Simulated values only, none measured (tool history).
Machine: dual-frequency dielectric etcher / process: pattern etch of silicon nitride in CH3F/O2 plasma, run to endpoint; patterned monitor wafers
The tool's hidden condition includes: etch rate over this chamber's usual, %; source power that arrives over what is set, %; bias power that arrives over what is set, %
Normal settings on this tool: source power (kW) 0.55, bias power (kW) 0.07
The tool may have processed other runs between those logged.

run,hour,source power (kW),bias power (kW),wafers since the last listed run,hours since the last wet clean,hours since the last source power generator calibration,hours since the last bias power generator calibration,hours since the last upper electrode change,"incoming incoming film thickness, nm",endpoint time (s)
1,0,0.55,0.07,0,85.2,873.2,2414.7,4594.9,81.7,87.1
2,55.3,0.55,0.07,337,140.5,928.5,2470,4650.2,81.1,85.8
3,95.6,0.55,0.07,246,180.8,968.8,2510.3,4690.5,81.8,86.4
4,403.3,0.55,0.07,1879,488.5,1276.5,2818,4998.2,82.6,87.8
# hour 421.3: bias power generator calibrated
5,472.5,0.55,0.07,398,557.7,1345.7,51.2,5067.4,82,86.6
# hour 570.4: wet clean of the chamber
6,570.9,0.55,0.07,454,0.5,1444.1,149.6,5165.8,82.1,87
# hour 596.2: source power generator calibrated
7,615.9,0.55,0.07,250,45.5,19.7,194.6,5210.8,82,85.9
8,659,0.55,0.07,263,88.6,62.8,237.7,5253.9,82.9,87.7
9,764.2,0.47,0.055,642,193.8,168,342.9,5359.1,81.7,102.1
# hour 867.1: upper electrode replaced
10,868.2,0.47,0.061,488,297.8,272,446.9,1.1,81.1,97.5
11,915.7,0.55,0.07,290,345.3,319.5,494.4,48.6,81.6,86.5
12,1002.2,0.55,0.07,528,431.8,406,580.9,135.1,82.3,87

The next listed run, before its measurement:
13,1040.6,0.42,0.086,234,470.2,444.4,619.3,173.5,82,?

{"run 13": {"endpoint time (s)": 93.2}}
With the hidden condition absent and the run-to-run variation left alone, this run would have shown endpoint time (s) 93.2.

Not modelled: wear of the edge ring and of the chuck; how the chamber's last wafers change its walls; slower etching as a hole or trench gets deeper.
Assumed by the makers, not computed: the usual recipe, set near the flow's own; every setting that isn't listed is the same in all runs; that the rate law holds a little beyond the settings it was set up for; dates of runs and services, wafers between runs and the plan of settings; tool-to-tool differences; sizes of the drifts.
